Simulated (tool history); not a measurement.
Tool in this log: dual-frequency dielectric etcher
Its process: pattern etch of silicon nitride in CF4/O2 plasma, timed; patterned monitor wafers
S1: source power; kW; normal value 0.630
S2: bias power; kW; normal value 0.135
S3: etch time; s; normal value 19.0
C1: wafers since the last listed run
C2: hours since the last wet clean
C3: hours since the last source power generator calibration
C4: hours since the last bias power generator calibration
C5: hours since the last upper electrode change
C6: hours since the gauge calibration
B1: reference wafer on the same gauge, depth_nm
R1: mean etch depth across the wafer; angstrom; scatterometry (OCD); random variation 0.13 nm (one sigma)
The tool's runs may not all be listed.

run   hour     S1     S2    S3    C1     C2      C3      C4      C5     C6     B1     R1
  1    0.0  0.560  0.135  19.0     0   51.2  4393.5  2871.8  2110.6  171.3  39.17  391.9
  2   62.4  0.560  0.135  19.0  1187  113.6  4455.9  2934.2  2173.0  233.7  39.13  392.2
  3   82.3  0.590  0.135  19.0   378  133.5  4475.8  2954.1  2192.9  253.6  39.06  404.1
  4  114.6  0.590  0.135  19.0   614  165.8  4508.1  2986.4  2225.2  285.9  39.04  406.6
  5  133.6  0.630  0.135  19.0   361  184.8  4527.1  3005.4  2244.2  304.9  38.95  425.5
  6  153.4  0.630  0.135  19.0   376  204.6  4546.9  3025.2  2264.0  324.7  38.99  425.2
  7  185.5  0.630  0.135  19.0   610  236.7  4579.0  3057.3  2296.1  356.8  38.88  423.8
     218.4  -- upper electrode replaced
  8  218.9  0.630  0.135  19.0   178  270.1  4612.4  3090.7     0.5  390.2  38.83  422.2
  9  229.6  0.630  0.135  20.5   203  280.8  4623.1  3101.4    11.2  400.9  38.81  458.6
 10  264.3  0.630  0.135  21.5   660  315.5  4657.8  3136.1    45.9  435.6  38.82  478.5
 11  280.2  0.630  0.135  21.5   302  331.4  4673.7  3152.0    61.8  451.5  38.75  479.2
 12  310.5  0.630  0.161  19.0   576  361.7  4704.0  3182.3    92.1  481.8  38.69  447.2
 13  338.2  0.630  0.118  19.0   527  389.4  4731.7  3210.0   119.8  509.5  38.72  404.1
     362.2  -- source power generator calibrated
     365.4  -- wet clean of the chamber
     368.8  -- bias power generator calibrated
 14  369.3  0.630  0.148  19.0   388    3.9     7.1     0.5   150.9  540.6  38.64  430.1
     371.1  -- gauge calibrated
 15  377.0  0.630  0.135  19.0   146   11.6    14.8     8.2   158.6    5.9  39.50  433.6
 16  407.8  0.630  0.135  19.0   586   42.4    45.6    39.0   189.4   36.7  39.41  431.7
 17  425.2  0.760  0.135  14.5   331   59.8    63.0    56.4   206.8   54.1  39.42  378.7
 18  450.7  0.510  0.126  14.5   485   85.3    88.5    81.9   232.3   79.6  39.32  275.6
 19  469.8  0.560  0.151  24.0   363  104.4   107.6   101.0   251.4   98.7  39.34  512.1
 20  496.8  0.540  0.152  20.5   513  131.4   134.6   128.0   278.4  125.7  39.31  424.6
 21  510.0  0.500  0.162  16.0   251  144.6   147.8   141.2   291.6  138.9  39.29  321.4
 22  536.8  0.700  0.135  17.0   509  171.4   174.6   168.0   318.4  165.7  39.23  416.7
 23  565.0  0.680  0.158  21.5   536  199.6   202.8   196.2   346.6  193.9  39.17  537.4
 24  591.5  0.590  0.135  19.0   504  226.1   229.3   222.7   373.1  220.4  39.12  406.5
 25  626.6  0.630  0.135  15.0   667  261.2   264.4   257.8   408.2  255.5  39.15  336.6
 26  661.7  0.630  0.113  16.5   667  296.3   299.5   292.9   443.3  290.6  39.06  353.0
 27  692.1  0.630  0.135  17.0   578  326.7   329.9   323.3   473.7  321.0  39.01  380.6
 28  717.1  0.630  0.165  19.0   475  351.7   354.9   348.3   498.7  346.0  38.91  450.8
 29  732.3  0.630  0.113  21.0   289  366.9   370.1   363.5   513.9  361.2  38.89  448.3
 30  745.5  0.770  0.148  23.0   251  380.1   383.3   376.7   527.1  374.4  38.89  616.2

Consider 4 possible next runs. They are alternatives, not a sequence: every one starts from the tool as it was left by run 30. What does each give?
  A  745.9  0.630  0.123  19.0   7  380.5  383.7  377.1  527.5  374.8   ?   ?
  B  745.9  0.490  0.168  21.5   7  380.5  383.7  377.1  527.5  374.8   ?   ?
  C  745.9  0.780  0.105  19.0   7  380.5  383.7  377.1  527.5  374.8   ?   ?
  D  745.9  0.720  0.147  20.5   7  380.5  383.7  377.1  527.5  374.8   ?   ?

run     B1     R1
  A  38.89  415.0
  B  38.89  425.6
  C  38.89  470.2
  D  38.89  520.5
The same runs, with their run-to-run variation unchanged, on a tool lacking any hidden condition would have given:
run     R1
  A  420.3
  B  431.0
  C  476.1
  D  527.1
